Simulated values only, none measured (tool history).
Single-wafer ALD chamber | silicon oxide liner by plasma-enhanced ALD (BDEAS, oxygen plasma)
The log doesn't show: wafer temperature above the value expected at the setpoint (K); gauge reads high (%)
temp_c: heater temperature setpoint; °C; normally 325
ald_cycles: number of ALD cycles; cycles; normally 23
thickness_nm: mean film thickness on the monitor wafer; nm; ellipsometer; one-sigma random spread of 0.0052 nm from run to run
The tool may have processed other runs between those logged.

run	hour	temp_c	ald_cycles	wafers since the last listed run	hours since the last thermocouple change	hours since the gauge calibration	read-back reference wafer on the same gauge, thickness_nm	thickness_nm
1	0	325	23	0	1354.5	1131.4	2.311	2.08
2	92	325	23	766	1446.5	1223.4	2.309	2.075
3	122.7	325	20	255	1477.2	1254.1	2.31	1.804
4	152.5	325	20	248	1507	1283.9	2.309	1.796
5	180.9	325	20	236	1535.4	1312.3	2.31	1.799
6	200.4	316	23	162	1554.9	1331.8	2.308	2.093
7	227.6	316	23	226	1582.1	1359	2.309	2.099
8	247.1	316	23	162	1601.6	1378.5	2.31	2.091
9	274	325	23	224	1628.5	1405.4	2.31	2.07
10	364.4	325	23	752	1718.9	1495.8	2.312	2.074
11	377.2	325	23	106	1731.7	1508.6	2.309	2.065
12	455.1	325	23	648	1809.6	1586.5	2.311	2.07
13	490.8	325	23	297	1845.3	1622.2	2.31	2.059
14	510.8	325	23	166	1865.3	1642.2	2.311	2.069
15	537.4	325	23	221	1891.9	1668.8	2.31	2.062
16	571.1	325	23	280	1925.6	1702.5	2.309	2.067
17	595.6	325	23	204	1950.1	1727	2.311	2.07
18	631.3	325	23	297	1985.8	1762.7	2.31	2.079
# hour 651: thermocouple changed; heater temperature recalibrated
# hour 661.3: gauge calibrated
19	662.4	325	23	192	11.4	1.1	2.309	2.066
20	695.2	334	23	273	44.2	33.9	2.31	2.042
21	723.1	334	23	232	72.1	61.8	2.311	2.046
22	751.9	334	23	239	100.9	90.6	2.308	2.044
23	772.9	325	23	174	121.9	111.6	2.31	2.067
24	799	325	26	217	148	137.7	2.31	2.342
25	821.2	325	23	184	170.2	159.9	2.31	2.069
26	839.2	321	25	149	188.2	177.9	2.309	2.249
27	852.4	338	23	109	201.4	191.1	2.31	2.026
28	884.9	325	23	270	233.9	223.6	2.31	2.064
29	902.6	325	21	147	251.6	241.3	2.31	1.885
30	923.9	325	23	177	272.9	262.6	2.311	2.071
31	959.4	338	26	295	308.4	298.1	2.31	2.288
32	995.3	325	23	298	344.3	334	2.31	2.068
33	1018.7	325	23	194	367.7	357.4	2.31	2.07
34	1045.6	325	23	224	394.6	384.3	2.308	2.069
35	1078.8	325	18	276	427.8	417.5	2.31	1.621
36	1099.5	319	23	172	448.5	438.2	2.311	2.09
37	1129.7	325	27	251	478.7	468.4	2.311	2.425
38	1156.4	318	23	222	505.4	495.1	2.31	2.087
39	1187.9	325	24	262	536.9	526.6	2.31	2.161
40	1223.5	339	20	296	572.5	562.2	2.309	1.764
41	1244	312	23	170	593	582.7	2.311	2.111
42	1276.8	331	23	273	625.8	615.5	2.31	2.054
43	1289.5	320	20	105	638.5	628.2	2.31	1.815
44	1320.2	314	27	255	669.2	658.9	2.311	2.47
45	1336.4	332	19	134	685.4	675.1	2.311	1.686
46	1360.9	325	23	204	709.9	699.6	2.311	2.061

Here are 4 independent what-if runs from the current tool condition. What would each one return?
A	1361.3	325	23	3	710.3	700	?	?
B	1361.3	314	22	3	710.3	700	?	?
C	1361.3	336	19	3	710.3	700	?	?
D	1361.3	329	20	3	710.3	700	?	?

run	read-back reference wafer on the same gauge, thickness_nm	thickness_nm
A	2.31	2.08
B	2.31	2.022
C	2.31	1.691
D	2.31	1.798
Without the tool's unlogged condition, the same runs would have read:
run	thickness_nm
A	2.08
B	2.022
C	1.691
D	1.798
